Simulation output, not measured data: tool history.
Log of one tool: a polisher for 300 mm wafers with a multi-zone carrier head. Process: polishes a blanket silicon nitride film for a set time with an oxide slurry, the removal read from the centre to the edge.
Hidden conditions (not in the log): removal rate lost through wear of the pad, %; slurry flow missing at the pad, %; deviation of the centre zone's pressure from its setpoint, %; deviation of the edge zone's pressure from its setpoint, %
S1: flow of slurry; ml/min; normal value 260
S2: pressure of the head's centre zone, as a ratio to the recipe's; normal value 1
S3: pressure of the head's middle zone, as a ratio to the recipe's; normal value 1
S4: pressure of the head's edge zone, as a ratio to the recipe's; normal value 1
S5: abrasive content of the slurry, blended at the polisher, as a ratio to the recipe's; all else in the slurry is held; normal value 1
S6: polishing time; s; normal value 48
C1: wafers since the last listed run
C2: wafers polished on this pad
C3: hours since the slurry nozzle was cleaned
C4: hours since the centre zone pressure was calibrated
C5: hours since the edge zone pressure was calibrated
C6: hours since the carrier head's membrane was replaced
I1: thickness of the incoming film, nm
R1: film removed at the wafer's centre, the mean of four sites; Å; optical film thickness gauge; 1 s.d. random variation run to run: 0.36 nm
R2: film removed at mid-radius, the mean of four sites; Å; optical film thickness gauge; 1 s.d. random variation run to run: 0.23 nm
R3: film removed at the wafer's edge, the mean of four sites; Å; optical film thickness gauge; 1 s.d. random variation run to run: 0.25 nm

run	hour	S1	S2	S3	S4	S5	S6	C1	C2	C3	C4	C5	C6	I1	R1	R2	R3
1	0	260	1	1	1	1	48	0	1829	164.5	4.9	718.7	469.2	310.8	272	274	273
2	112.4	260	1	1	1	1	48	1677	3506	276.9	117.3	831.1	581.6	311.8	282	275	272
3	144.3	260	1	1	1	1	48	476	3982	308.8	149.2	863	613.5	310.7	272	272	267
# hour 156.1: slurry nozzle cleaned
4	202.1	260	1	1	1	1	48	847	4830	46	207	920.8	671.3	309.1	276	274	272
# hour 208.4: worn pad replaced by a new one
5	232.6	260	1	1	1	1	48	395	360	76.5	237.5	951.3	701.8	307.7	284	277	267
# hour 241.7: carrier head's membrane replaced by a new one
6	302.4	260	1	1	1	1	48	967	1327	146.3	307.3	1021.1	60.7	309.2	281	274	270
7	330.4	260	1	1	1	1	48	417	1745	174.3	335.3	1049.1	88.7	314.9	283	268	274
8	376.7	260	1	1	1	1	48	691	2436	220.6	381.6	1095.4	135	306.1	282	275	268
9	409.3	260	1	1.11	1.08	1	48	486	2923	253.2	414.2	1128	167.6	315.9	281	301	278
# hour 422.4: slurry nozzle cleaned
10	466.8	260	1.09	1.1	1	1	48	843	3766	44.4	471.7	1185.5	225.1	310.9	315	298	269
# hour 474.5: worn pad replaced by a new one
# hour 649.5: edge zone pressure recalibrated
11	658.9	330	1	0.88	1	1	38	2777	2722	236.5	663.8	9.4	417.2	310	248	201	220
# hour 721.5: centre zone pressure recalibrated
12	722	260	1	0.91	1	1	48	911	3634	299.6	0.5	72.5	480.3	308.5	273	250	270
13	751.3	260	1	1	1	1	48	437	4071	328.9	29.8	101.8	509.6	315	272	278	273
# hour 770.2: slurry nozzle cleaned
# hour 772.3: worn pad replaced by a new one
# hour 929.3: carrier head's membrane replaced by a new one
14	929.9	260	1	1	1	1	48	2544	2277	159.7	208.4	280.4	0.6	313.1	277	275	270
15	961.6	260	1	1.07	1	0.85	48	473	2750	191.4	240.1	312.1	32.3	314.5	270	276	258
16	1000.7	335	1	1.12	1.05	1	48	583	3334	230.5	279.2	351.2	71.4	308.7	286	310	280
17	1027.1	345	1.08	1	1	1	65	394	3728	256.9	305.6	377.6	97.8	303.9	418	381	375
# hour 1098.5: worn pad replaced by a new one
18	1112	215	1	1	1.08	1	48	1207	201	341.8	390.5	462.5	182.7	306.8	274	265	273
# hour 1122: slurry nozzle cleaned
19	1164.1	260	1	1	1	1	53	762	963	42.1	442.6	514.6	234.8	307.4	324	303	302
20	1224	180	1	1	1	1	48	893	1857	102	502.5	574.5	294.7	308.6	269	261	265
21	1284.6	260	0.93	1.12	1	1	60	904	2762	162.6	563.1	635.1	355.3	306.6	332	382	338

4 options for the next run, each taken on its own from the tool as it stands now. Forecast them:
A	1285	260	1	1	1	1	48	5	2768	163	563.5	635.5	355.7	310.5	?	?	?
B	1285	260	1	1.04	1	1	36	5	2768	163	563.5	635.5	355.7	310.5	?	?	?
C	1285	310	0.93	1	0.93	1	48	5	2768	163	563.5	635.5	355.7	310.5	?	?	?
D	1285	260	1	1	0.88	1	60	5	2768	163	563.5	635.5	355.7	310.5	?	?	?

run	R1	R2	R3
A	290	276	270
B	218	214	202
C	276	282	267
D	363	346	323
Without the tool's unlogged condition, the same runs would have read:
run	R1	R2	R3
A	274	277	270
B	206	214	202
C	261	282	267
D	343	346	323

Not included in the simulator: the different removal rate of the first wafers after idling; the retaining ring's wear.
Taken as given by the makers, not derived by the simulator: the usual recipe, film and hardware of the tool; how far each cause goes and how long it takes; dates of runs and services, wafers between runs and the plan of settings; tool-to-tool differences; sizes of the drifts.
